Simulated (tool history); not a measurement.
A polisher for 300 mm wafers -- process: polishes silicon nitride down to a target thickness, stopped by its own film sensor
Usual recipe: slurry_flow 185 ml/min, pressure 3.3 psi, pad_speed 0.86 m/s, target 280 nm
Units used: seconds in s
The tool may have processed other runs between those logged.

run   hour  slurry_flow  pressure  pad_speed  target  wafers since the last listed run  wafers polished on this pad  hours since the slurry nozzle was cleaned  hours since the head pressure was calibrated  incoming thickness of the incoming film, nm  seconds
  1      0          185       3.3       0.86     280                                 0                          895                                      191.2                                         575.1                                        440.9    106.8
  2   12.1          185       3.3       0.86     280                               114                         1010                                      203.3                                         587.2                                          449    114.6
      23.4  -- worn pad replaced by a new one
  3   24.4          185       3.3       0.86     280                                78                            9                                      215.6                                         599.5                                          440      100
  4   39.7          185       3.3       0.86     280                               144                          154                                      230.9                                         614.8                                          445    103.6
  5     53          185       3.3       0.86     280                               125                          280                                      244.2                                         628.1                                        433.3     98.4
  6   65.5          185       3.3       0.86     280                               118                          398                                      256.7                                         640.6                                        437.5      102
  7   76.9          185       3.3       0.86     280                               107                          506                                      268.1                                           652                                        437.9      103
  8   85.7          185       3.3        1.1     280                                83                          589                                      276.9                                         660.8                                        439.2     89.7
  9   97.5          185       3.3        1.1     280                               111                          701                                      288.7                                         672.6                                          444       94
     102.1  -- slurry nozzle cleaned
 10  110.6          185       3.3        1.1     280                               114                          816                                        8.5                                         685.7                                          436       85
     122.8  -- worn pad replaced by a new one
     145.5  -- head pressure recalibrated
 11  163.5          135       2.7       1.02     306                               443                          366                                       61.4                                            18                                        442.1    100.2
 12  176.1          185       3.3       0.86     280                               119                          485                                         74                                          30.6                                        444.2    109.1
 13  188.3          145       2.7       0.68     280                               115                          600                                       86.2                                          42.8                                        436.8    151.5
 14  203.8          130       3.3          1     280                               146                          747                                      101.7                                          58.3                                        436.8     98.2
 15    216          185       3.6       1.06     280                               115                          862                                      113.9                                          70.5                                        438.2     85.9
 16  225.4          185       3.3       0.66     296                                88                          951                                      123.3                                          79.9                                        437.9      115
     233.4  -- worn pad replaced by a new one
 17  233.9          185       3.3       0.64     296                                42                            4                                      131.8                                          88.4                                          448    112.6
 18  242.6          185       3.3       0.86     280                                82                           86                                      140.5                                          97.1                                        432.6     95.6
 19  257.7          145       2.4       1.14     300                               142                          229                                      155.6                                         112.2                                        437.3    104.7
 20  268.4          185       3.3       0.86     280                               101                          330                                      166.3                                         122.9                                        442.1      102
 21  283.8          200       3.3       0.56     331                               145                          476                                      181.7                                         138.3                                        444.3     94.9

For some of the steps in seconds from one run to the next: how much would appear even if the tool had no hidden state, given the settings, what came in and random variation, and how much remains for the hidden state plus any gauge scatter that the measured result and the result without hidden state don't share?
Hidden state present: removal rate lost through wear of the pad, %; slurry flow missing at the pad, %; deviation of the head's pressure from its setpoint, %.
Run 2 -> 3: worn pad replaced by a new one. seconds -14.6 s: hidden state -10, all else -4.6.
Run 12 -> 13: slurry_flow 185 -> 145, pressure 3.3 -> 2.7, pad_speed 0.86 -> 0.68. seconds +42.4 s: hidden state +6.7, all else +35.7.
Run 13 -> 14: slurry_flow 145 -> 130, pressure 2.7 -> 3.3, pad_speed 0.68 -> 1. seconds -53.3 s: hidden state -3.9, all else -49.4.
Run 16 -> 17: pad_speed 0.66 -> 0.64, worn pad replaced by a new one. seconds -2.4 s: hidden state -10.6, all else +8.2.
